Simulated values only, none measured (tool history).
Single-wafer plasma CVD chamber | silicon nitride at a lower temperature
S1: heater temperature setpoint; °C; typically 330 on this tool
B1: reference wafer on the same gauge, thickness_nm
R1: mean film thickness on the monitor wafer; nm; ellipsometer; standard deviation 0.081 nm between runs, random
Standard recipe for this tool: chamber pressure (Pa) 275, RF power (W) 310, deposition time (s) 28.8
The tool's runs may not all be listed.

run 1 hour=0.0 | S1=330 chamber_pressure_(Pa)=275 RF_power_(W)=310 deposition_time_(s)=33.4 | B1=34.714 | R1=44.501
run 2 hour=46.4 | S1=330 chamber_pressure_(Pa)=275 RF_power_(W)=310 deposition_time_(s)=28.8 | B1=34.708 | R1=38.286
run 3 hour=99.5 | S1=330 chamber_pressure_(Pa)=275 RF_power_(W)=310 deposition_time_(s)=28.8 | B1=34.704 | R1=38.299
run 4 hour=124.0 | S1=330 chamber_pressure_(Pa)=275 RF_power_(W)=310 deposition_time_(s)=28.8 | B1=34.688 | R1=38.322
run 5 hour=157.5 | S1=330 chamber_pressure_(Pa)=275 RF_power_(W)=310 deposition_time_(s)=28.8 | B1=34.696 | R1=38.278
run 6 hour=217.3 | S1=330 chamber_pressure_(Pa)=275 RF_power_(W)=285 deposition_time_(s)=28.8 | B1=34.693 | R1=34.949
run 7 hour=246.6 | S1=330 chamber_pressure_(Pa)=275 RF_power_(W)=310 deposition_time_(s)=28.8 | B1=34.694 | R1=38.127
run 8 hour=285.6 | S1=330 chamber_pressure_(Pa)=275 RF_power_(W)=310 deposition_time_(s)=28.8 | B1=34.707 | R1=38.176
run 9 hour=337.4 | S1=330 chamber_pressure_(Pa)=275 RF_power_(W)=310 deposition_time_(s)=28.8 | B1=34.682 | R1=38.133
-- hour=360.1 gauge calibrated
run 10 hour=553.0 | S1=330 chamber_pressure_(Pa)=275 RF_power_(W)=310 deposition_time_(s)=28.8 | B1=34.718 | R1=38.003
run 11 hour=617.4 | S1=330 chamber_pressure_(Pa)=275 RF_power_(W)=310 deposition_time_(s)=28.8 | B1=34.708 | R1=37.800
-- hour=660.7 showerhead replaced
-- hour=661.0 capacitance manometer re-zeroed and calibrated
run 12 hour=661.5 | S1=330 chamber_pressure_(Pa)=275 RF_power_(W)=310 deposition_time_(s)=28.8 | B1=34.704 | R1=38.289
-- hour=675.1 thermocouple changed; heater temperature recalibrated
run 13 hour=711.8 | S1=335 chamber_pressure_(Pa)=317 RF_power_(W)=310 deposition_time_(s)=31.5 | B1=34.708 | R1=42.578
run 14 hour=754.4 | S1=330 chamber_pressure_(Pa)=275 RF_power_(W)=310 deposition_time_(s)=28.8 | B1=34.703 | R1=38.023
run 15 hour=781.2 | S1=330 chamber_pressure_(Pa)=256 RF_power_(W)=310 deposition_time_(s)=28.8 | B1=34.693 | R1=37.751
run 16 hour=821.7 | S1=330 chamber_pressure_(Pa)=275 RF_power_(W)=310 deposition_time_(s)=28.8 | B1=34.674 | R1=38.145
run 17 hour=890.8 | S1=330 chamber_pressure_(Pa)=275 RF_power_(W)=310 deposition_time_(s)=26.5 | B1=34.700 | R1=35.149
run 18 hour=949.3 | S1=325 chamber_pressure_(Pa)=241 RF_power_(W)=350 deposition_time_(s)=31.2 | B1=34.694 | R1=45.506
run 19 hour=988.4 | S1=330 chamber_pressure_(Pa)=275 RF_power_(W)=310 deposition_time_(s)=28.8 | B1=34.697 | R1=38.038
-- hour=1012.2 RF generator calibrated
run 20 hour=1047.0 | S1=330 chamber_pressure_(Pa)=325 RF_power_(W)=265 deposition_time_(s)=23.1 | B1=34.701 | R1=27.069
run 21 hour=1096.3 | S1=330 chamber_pressure_(Pa)=331 RF_power_(W)=310 deposition_time_(s)=28.8 | B1=34.724 | R1=39.708
run 22 hour=1140.9 | S1=330 chamber_pressure_(Pa)=275 RF_power_(W)=310 deposition_time_(s)=23.1 | B1=34.710 | R1=31.119
run 23 hour=1195.2 | S1=318 chamber_pressure_(Pa)=217 RF_power_(W)=345 deposition_time_(s)=27.0 | B1=34.696 | R1=39.106
run 24 hour=1258.3 | S1=325 chamber_pressure_(Pa)=275 RF_power_(W)=350 deposition_time_(s)=31.1 | B1=34.694 | R1=46.901
run 25 hour=1298.9 | S1=330 chamber_pressure_(Pa)=229 RF_power_(W)=280 deposition_time_(s)=28.8 | B1=34.711 | R1=34.060
run 26 hour=1350.3 | S1=330 chamber_pressure_(Pa)=275 RF_power_(W)=310 deposition_time_(s)=28.8 | B1=34.704 | R1=38.610
run 27 hour=1396.4 | S1=317 chamber_pressure_(Pa)=275 RF_power_(W)=310 deposition_time_(s)=32.3 | B1=34.705 | R1=43.561
run 28 hour=1444.5 | S1=343 chamber_pressure_(Pa)=295 RF_power_(W)=365 deposition_time_(s)=28.8 | B1=34.716 | R1=45.204
run 29 hour=1496.4 | S1=330 chamber_pressure_(Pa)=253 RF_power_(W)=280 deposition_time_(s)=28.8 | B1=34.700 | R1=34.412

Branching from run 29: 3 alternative next runs. What would each branch give?
run A hour=1496.8 | S1=330 chamber_pressure_(Pa)=275 RF_power_(W)=310 deposition_time_(s)=28.8 | B1=? | R1=?
run B hour=1496.8 | S1=330 chamber_pressure_(Pa)=275 RF_power_(W)=365 deposition_time_(s)=31.3 | B1=? | R1=?
run C hour=1496.8 | S1=330 chamber_pressure_(Pa)=275 RF_power_(W)=370 deposition_time_(s)=28.8 | B1=? | R1=?

run=A B1=34.707 R1=38.566
run=B B1=34.707 R1=48.634
run=C B1=34.707 R1=45.268
Without the tool's unlogged condition, the same runs would have read:
run=A R1=38.998
run=B R1=49.167
run=C R1=45.752
